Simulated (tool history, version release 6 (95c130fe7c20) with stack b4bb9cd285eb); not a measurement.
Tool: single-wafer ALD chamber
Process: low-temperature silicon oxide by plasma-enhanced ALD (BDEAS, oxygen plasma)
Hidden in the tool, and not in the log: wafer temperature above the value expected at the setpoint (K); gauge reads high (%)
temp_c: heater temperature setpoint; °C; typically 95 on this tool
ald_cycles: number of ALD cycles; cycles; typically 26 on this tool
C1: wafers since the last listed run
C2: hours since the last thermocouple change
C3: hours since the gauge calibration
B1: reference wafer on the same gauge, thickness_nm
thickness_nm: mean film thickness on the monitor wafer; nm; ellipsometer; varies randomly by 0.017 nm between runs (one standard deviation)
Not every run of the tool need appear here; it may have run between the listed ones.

{"run": 1, "hour": 0.0, "temp_c": 95, "ald_cycles": 26, "C1": 0, "C2": 1566.8, "C3": 411.1, "B1": 3.869, "thickness_nm": 3.981}
{"run": 2, "hour": 98.8, "temp_c": 95, "ald_cycles": 26, "C1": 599, "C2": 1665.6, "C3": 509.9, "B1": 3.873, "thickness_nm": 3.963}
{"run": 3, "hour": 135.6, "temp_c": 91, "ald_cycles": 26, "C1": 223, "C2": 1702.4, "C3": 546.7, "B1": 3.87, "thickness_nm": 4.034}
{"run": 4, "hour": 223.2, "temp_c": 91, "ald_cycles": 26, "C1": 531, "C2": 1790.0, "C3": 634.3, "B1": 3.87, "thickness_nm": 3.991}
{"hour": 306.2, "done": "thermocouple changed; heater temperature recalibrated"}
{"run": 5, "hour": 319.7, "temp_c": 95, "ald_cycles": 26, "C1": 537, "C2": 13.5, "C3": 730.8, "B1": 3.873, "thickness_nm": 4.042}
{"run": 6, "hour": 393.0, "temp_c": 95, "ald_cycles": 24, "C1": 444, "C2": 86.8, "C3": 804.1, "B1": 3.871, "thickness_nm": 3.732}
{"run": 7, "hour": 454.1, "temp_c": 92, "ald_cycles": 26, "C1": 370, "C2": 147.9, "C3": 865.2, "B1": 3.87, "thickness_nm": 4.065}
{"run": 8, "hour": 501.6, "temp_c": 92, "ald_cycles": 26, "C1": 288, "C2": 195.4, "C3": 912.7, "B1": 3.871, "thickness_nm": 4.113}
{"run": 9, "hour": 604.0, "temp_c": 95, "ald_cycles": 26, "C1": 621, "C2": 297.8, "C3": 1015.1, "B1": 3.869, "thickness_nm": 4.051}
{"run": 10, "hour": 643.0, "temp_c": 88, "ald_cycles": 26, "C1": 236, "C2": 336.8, "C3": 1054.1, "B1": 3.874, "thickness_nm": 4.157}
{"run": 11, "hour": 707.9, "temp_c": 88, "ald_cycles": 26, "C1": 393, "C2": 401.7, "C3": 1119.0, "B1": 3.869, "thickness_nm": 4.153}
{"run": 12, "hour": 791.9, "temp_c": 88, "ald_cycles": 26, "C1": 509, "C2": 485.7, "C3": 1203.0, "B1": 3.869, "thickness_nm": 4.123}
{"run": 13, "hour": 839.6, "temp_c": 95, "ald_cycles": 23, "C1": 289, "C2": 533.4, "C3": 1250.7, "B1": 3.868, "thickness_nm": 3.554}
{"run": 14, "hour": 878.8, "temp_c": 95, "ald_cycles": 23, "C1": 237, "C2": 572.6, "C3": 1289.9, "B1": 3.87, "thickness_nm": 3.542}
{"run": 15, "hour": 979.3, "temp_c": 95, "ald_cycles": 23, "C1": 609, "C2": 673.1, "C3": 1390.4, "B1": 3.87, "thickness_nm": 3.583}
{"run": 16, "hour": 1023.0, "temp_c": 95, "ald_cycles": 29, "C1": 265, "C2": 716.8, "C3": 1434.1, "B1": 3.869, "thickness_nm": 4.447}
{"run": 17, "hour": 1334.0, "temp_c": 95, "ald_cycles": 26, "C1": 1887, "C2": 1027.8, "C3": 1745.1, "B1": 3.871, "thickness_nm": 4.026}
{"run": 18, "hour": 1425.3, "temp_c": 95, "ald_cycles": 26, "C1": 554, "C2": 1119.1, "C3": 1836.4, "B1": 3.871, "thickness_nm": 3.985}
{"run": 19, "hour": 1463.2, "temp_c": 95, "ald_cycles": 26, "C1": 229, "C2": 1157.0, "C3": 1874.3, "B1": 3.871, "thickness_nm": 3.98}
{"run": 20, "hour": 1548.2, "temp_c": 95, "ald_cycles": 26, "C1": 515, "C2": 1242.0, "C3": 1959.3, "B1": 3.869, "thickness_nm": 3.986}
{"run": 21, "hour": 1725.3, "temp_c": 95, "ald_cycles": 26, "C1": 1074, "C2": 1419.1, "C3": 2136.4, "B1": 3.87, "thickness_nm": 3.981}
{"run": 22, "hour": 1812.7, "temp_c": 84, "ald_cycles": 26, "C1": 530, "C2": 1506.5, "C3": 2223.8, "B1": 3.868, "thickness_nm": 4.173}
{"hour": 1875.6, "done": "gauge calibrated"}
{"run": 23, "hour": 1899.9, "temp_c": 110, "ald_cycles": 30, "C1": 529, "C2": 1593.7, "C3": 24.3, "B1": 3.871, "thickness_nm": 4.425}
{"run": 24, "hour": 1936.4, "temp_c": 102, "ald_cycles": 22, "C1": 221, "C2": 1630.2, "C3": 60.8, "B1": 3.87, "thickness_nm": 3.31}
{"hour": 2029.4, "done": "thermocouple changed; heater temperature recalibrated"}
{"run": 25, "hour": 2029.9, "temp_c": 95, "ald_cycles": 26, "C1": 518, "C2": 0.5, "C3": 154.3, "B1": 3.873, "thickness_nm": 4.03}
{"run": 26, "hour": 2097.2, "temp_c": 108, "ald_cycles": 26, "C1": 408, "C2": 67.8, "C3": 221.6, "B1": 3.873, "thickness_nm": 3.892}
{"run": 27, "hour": 2186.5, "temp_c": 95, "ald_cycles": 26, "C1": 541, "C2": 157.1, "C3": 310.9, "B1": 3.87, "thickness_nm": 4.054}
{"run": 28, "hour": 2229.7, "temp_c": 103, "ald_cycles": 30, "C1": 262, "C2": 200.3, "C3": 354.1, "B1": 3.871, "thickness_nm": 4.565}
{"run": 29, "hour": 2313.9, "temp_c": 80, "ald_cycles": 31, "C1": 510, "C2": 284.5, "C3": 438.3, "B1": 3.867, "thickness_nm": 5.147}
{"run": 30, "hour": 2353.0, "temp_c": 95, "ald_cycles": 26, "C1": 237, "C2": 323.6, "C3": 477.4, "B1": 3.87, "thickness_nm": 4.046}
{"run": 31, "hour": 2450.4, "temp_c": 102, "ald_cycles": 22, "C1": 591, "C2": 421.0, "C3": 574.8, "B1": 3.865, "thickness_nm": 3.346}
{"run": 32, "hour": 2527.9, "temp_c": 95, "ald_cycles": 22, "C1": 470, "C2": 498.5, "C3": 652.3, "B1": 3.871, "thickness_nm": 3.418}
{"run": 33, "hour": 2627.9, "temp_c": 80, "ald_cycles": 31, "C1": 606, "C2": 598.5, "C3": 752.3, "B1": 3.867, "thickness_nm": 5.084}
{"run": 34, "hour": 2695.1, "temp_c": 104, "ald_cycles": 28, "C1": 407, "C2": 665.7, "C3": 819.5, "B1": 3.873, "thickness_nm": 4.22}
{"run": 35, "hour": 2734.2, "temp_c": 103, "ald_cycles": 29, "C1": 237, "C2": 704.8, "C3": 858.6, "B1": 3.873, "thickness_nm": 4.41}
{"run": 36, "hour": 2771.0, "temp_c": 95, "ald_cycles": 26, "C1": 223, "C2": 741.6, "C3": 895.4, "B1": 3.869, "thickness_nm": 4.056}
{"run": 37, "hour": 2861.6, "temp_c": 105, "ald_cycles": 22, "C1": 549, "C2": 832.2, "C3": 986.0, "B1": 3.871, "thickness_nm": 3.313}
{"run": 38, "hour": 2947.9, "temp_c": 95, "ald_cycles": 26, "C1": 523, "C2": 918.5, "C3": 1072.3, "B1": 3.869, "thickness_nm": 4.042}
{"run": 39, "hour": 2989.3, "temp_c": 106, "ald_cycles": 26, "C1": 251, "C2": 959.9, "C3": 1113.7, "B1": 3.869, "thickness_nm": 3.935}
{"run": 40, "hour": 3050.6, "temp_c": 95, "ald_cycles": 26, "C1": 371, "C2": 1021.2, "C3": 1175.0, "B1": 3.87, "thickness_nm": 4.004}
{"run": 41, "hour": 3240.7, "temp_c": 103, "ald_cycles": 21, "C1": 1153, "C2": 1211.3, "C3": 1365.1, "B1": 3.875, "thickness_nm": 3.163}
{"run": 42, "hour": 3324.5, "temp_c": 83, "ald_cycles": 23, "C1": 508, "C2": 1295.1, "C3": 1448.9, "B1": 3.871, "thickness_nm": 3.737}
{"run": 43, "hour": 3393.9, "temp_c": 99, "ald_cycles": 21, "C1": 421, "C2": 1364.5, "C3": 1518.3, "B1": 3.869, "thickness_nm": 3.195}
{"run": 44, "hour": 3499.0, "temp_c": 88, "ald_cycles": 26, "C1": 637, "C2": 1469.6, "C3": 1623.4, "B1": 3.868, "thickness_nm": 4.101}
{"run": 45, "hour": 3589.5, "temp_c": 101, "ald_cycles": 26, "C1": 549, "C2": 1560.1, "C3": 1713.9, "B1": 3.87, "thickness_nm": 3.923}

Predict each of these 4 candidate next runs independently; none follows another, all start after run 45:
{"run": "A", "hour": 3589.9, "temp_c": 95, "ald_cycles": 26, "C1": 2, "C2": 1560.5, "C3": 1714.3, "B1": "?", "thickness_nm": "?"}
{"run": "B", "hour": 3589.9, "temp_c": 91, "ald_cycles": 24, "C1": 2, "C2": 1560.5, "C3": 1714.3, "B1": "?", "thickness_nm": "?"}
{"run": "C", "hour": 3589.9, "temp_c": 105, "ald_cycles": 26, "C1": 2, "C2": 1560.5, "C3": 1714.3, "B1": "?", "thickness_nm": "?"}
{"run": "D", "hour": 3589.9, "temp_c": 86, "ald_cycles": 30, "C1": 2, "C2": 1560.5, "C3": 1714.3, "B1": "?", "thickness_nm": "?"}

run=A B1=3.872 thickness_nm=3.968
run=B B1=3.872 thickness_nm=3.717
run=C B1=3.872 thickness_nm=3.886
run=D B1=3.872 thickness_nm=4.740
What these runs would have given with no unlogged condition in the tool:
run=A thickness_nm=4.046
run=B thickness_nm=3.795
run=C thickness_nm=3.928
run=D thickness_nm=4.838
